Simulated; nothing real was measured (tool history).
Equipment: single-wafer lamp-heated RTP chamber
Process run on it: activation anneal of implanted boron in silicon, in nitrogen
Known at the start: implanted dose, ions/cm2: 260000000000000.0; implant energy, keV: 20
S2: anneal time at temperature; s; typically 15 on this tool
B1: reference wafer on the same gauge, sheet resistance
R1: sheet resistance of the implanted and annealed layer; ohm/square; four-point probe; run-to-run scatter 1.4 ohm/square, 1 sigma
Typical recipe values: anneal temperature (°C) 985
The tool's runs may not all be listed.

run 1 day=0.000 | anneal_temperature_(°C)=992 S2=15 | B1=336.13 | R1=393.26
run 2 day=0.692 | anneal_temperature_(°C)=985 S2=18 | B1=335.91 | R1=394.48
run 3 day=1.325 | anneal_temperature_(°C)=985 S2=18 | B1=336.00 | R1=394.91
run 4 day=2.533 | anneal_temperature_(°C)=985 S2=18 | B1=335.80 | R1=395.57
run 5 day=3.938 | anneal_temperature_(°C)=985 S2=15 | B1=335.93 | R1=395.00
run 6 day=4.654 | anneal_temperature_(°C)=985 S2=15 | B1=336.14 | R1=394.48
run 7 day=6.629 | anneal_temperature_(°C)=985 S2=15 | B1=335.79 | R1=395.90
run 8 day=8.129 | anneal_temperature_(°C)=975 S2=18 | B1=336.73 | R1=401.30
run 9 day=9.542 | anneal_temperature_(°C)=968 S2=20 | B1=335.64 | R1=410.78
run 10 day=10.208 | anneal_temperature_(°C)=967 S2=19 | B1=335.95 | R1=412.04
-- day=10.600 reflector plate cleaned
-- day=11.200 pyrometer window cleaned and pyrometer calibrated
run 11 day=12.625 | anneal_temperature_(°C)=985 S2=15 | B1=335.99 | R1=390.58
-- day=12.925 gauge calibrated
-- day=13.617 pyrometer window cleaned and pyrometer calibrated, repeated, since the last time left the tool worse
run 12 day=13.638 | anneal_temperature_(°C)=960 S2=8 | B1=335.94 | R1=454.13

Estimate the outcome of run 13 from the log above:
run 13 day=14.792 | anneal_temperature_(°C)=985 S2=15 | B1=? | R1=?

Run 13 came out at B1 336.08, R1 396.25 ohm/square.
If the tool had no hidden condition, the same run with the same run-to-run variation would have returned R1 398.03 ohm/square.
